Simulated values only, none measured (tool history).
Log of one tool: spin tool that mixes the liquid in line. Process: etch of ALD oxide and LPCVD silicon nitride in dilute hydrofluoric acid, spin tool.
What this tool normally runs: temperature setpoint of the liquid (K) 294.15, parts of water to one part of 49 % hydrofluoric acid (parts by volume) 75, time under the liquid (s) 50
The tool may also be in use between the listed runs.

run   hour  temperature setpoint of the liquid (K)  parts of water to one part of 49 % hydrofluoric acid (parts by volume)  time under the liquid (s)  read-back film thickness of the ALD oxide reference wafer, read on the same gauge (nm)  read-back film thickness of the LPCVD silicon nitride reference wafer, read on the same gauge (nm)  thickness taken off the ALD oxide on a monitor wafer (angstrom)  thickness taken off the LPCVD silicon nitride on a monitor wafer (angstrom)
  1      0                                  294.15                                                                      75                         50                                                                                  109.98                                                                                               99.98                                                            133.3                                                                         3.44
       7.1  -- gauge calibrated
  2   13.5                                  294.15                                                                      75                         50                                                                                     110                                                                                              99.987                                                            136.6                                                                          3.2
  3   26.4                                  294.15                                                                      75                         50                                                                                  110.01                                                                                             100.002                                                            135.8                                                                         3.59
  4   33.9                                  294.15                                                                      75                         50                                                                                     110                                                                                             100.016                                                              135                                                                         3.61
  5   50.5                                  294.15                                                                      75                         50                                                                                  109.98                                                                                              99.973                                                            134.3                                                                         3.85
      58.8  -- hydrofluoric acid flow meter replaced
  6   66.9                                  290.15                                                                      95                         30                                                                                  109.99                                                                                              99.999                                                             53.1                                                                         1.26
  7   77.1                                  294.15                                                                      75                         50                                                                                  110.02                                                                                              99.993                                                              133                                                                         3.38
  8   90.6                                  294.15                                                                      75                         60                                                                                  110.01                                                                                              99.999                                                            161.4                                                                         4.02
  9  100.1                                  294.15                                                                      45                         50                                                                                  110.02                                                                                             100.003                                                            233.2                                                                         5.92
 10    107                                  294.15                                                                      55                         50                                                                                  109.99                                                                                             100.042                                                            186.7                                                                         4.81
 11  118.1                                  297.15                                                                      75                         50                                                                                  109.99                                                                                              99.987                                                            151.7                                                                         4.99
 12  126.2                                  294.15                                                                      55                         80                                                                                  110.03                                                                                              99.967                                                            301.3                                                                         7.76
 13  133.4                                  296.15                                                                      75                         50                                                                                  109.97                                                                                              99.958                                                            146.9                                                                         3.76
 14  150.4                                  294.15                                                                      50                         25                                                                                  110.02                                                                                              100.02                                                            103.1                                                                         2.86
 15  159.1                                  297.65                                                                     115                         50                                                                                     110                                                                                             100.004                                                             95.6                                                                         2.85
 16  176.7                                  294.15                                                                      75                         50                                                                                  110.04                                                                                              100.02                                                            132.6                                                                         3.71
 17  191.3                                  294.15                                                                      75                         50                                                                                  110.01                                                                                             100.001                                                            133.3                                                                         3.44
 18  203.8                                  291.15                                                                      75                         75                                                                                  109.99                                                                                             100.013                                                              179                                                                         4.05
     205.9  -- thermometer replaced
 19  213.5                                  291.65                                                                      40                         40                                                                                  109.97                                                                                             100.028                                                            191.1                                                                         3.99
 20  225.5                                  290.65                                                                      90                         70                                                                                  110.03                                                                                             100.001                                                            133.8                                                                         2.85
 21  236.3                                  294.15                                                                      75                         60                                                                                  109.96                                                                                             100.007                                                            160.7                                                                         3.93
 22  246.7                                  290.15                                                                     100                         25                                                                                  109.97                                                                                              100.02                                                             41.3                                                                         0.91
 23    263                                  291.65                                                                      40                         40                                                                                  109.99                                                                                              99.992                                                            188.7                                                                         4.17
 24    275                                  297.15                                                                      75                         30                                                                                  110.02                                                                                              99.993                                                             91.4                                                                         2.43
 25  289.2                                  294.15                                                                      75                         65                                                                                  110.02                                                                                              99.987                                                            175.6                                                                         3.98
 26  301.6                                  294.15                                                                      50                         65                                                                                  109.99                                                                                             100.021                                                            271.9                                                                         7.13

Below are 4 alternative next runs, each starting from the tool's condition after run 26. Predict each:
  A   302                                  294.15                                                                      90                         50                                                                                       ?                                                                                                   ?                                                                ?                                                                            ?
  B   302                                  291.65                                                                      75                         65                                                                                       ?                                                                                                   ?                                                                ?                                                                            ?
  C   302                                  294.15                                                                      75                         30                                                                                       ?                                                                                                   ?                                                                ?                                                                            ?
  D   302                                  296.15                                                                      55                         80                                                                                       ?                                                                                                   ?                                                                ?                                                                            ?

run  read-back film thickness of the ALD oxide reference wafer, read on the same gauge (nm)  read-back film thickness of the LPCVD silicon nitride reference wafer, read on the same gauge (nm)  thickness taken off the ALD oxide on a monitor wafer (angstrom)  thickness taken off the LPCVD silicon nitride on a monitor wafer (angstrom)
  A                                                                                  110.04                                                                                              99.999                                                            108.5                                                                         2.72
  B                                                                                  110.04                                                                                              99.999                                                            155.2                                                                         3.56
  C                                                                                  110.04                                                                                              99.999                                                             79.5                                                                         1.95
  D                                                                                  110.04                                                                                              99.999                                                              322                                                                         8.08
Without the tool's hidden state the same runs would have given:
run  thickness taken off the ALD oxide on a monitor wafer (angstrom)  thickness taken off the LPCVD silicon nitride on a monitor wafer (angstrom)
  A                                                            108.5                                                                         2.72
  B                                                            155.2                                                                         3.56
  C                                                             79.5                                                                         1.95
  D                                                              322                                                                         8.08

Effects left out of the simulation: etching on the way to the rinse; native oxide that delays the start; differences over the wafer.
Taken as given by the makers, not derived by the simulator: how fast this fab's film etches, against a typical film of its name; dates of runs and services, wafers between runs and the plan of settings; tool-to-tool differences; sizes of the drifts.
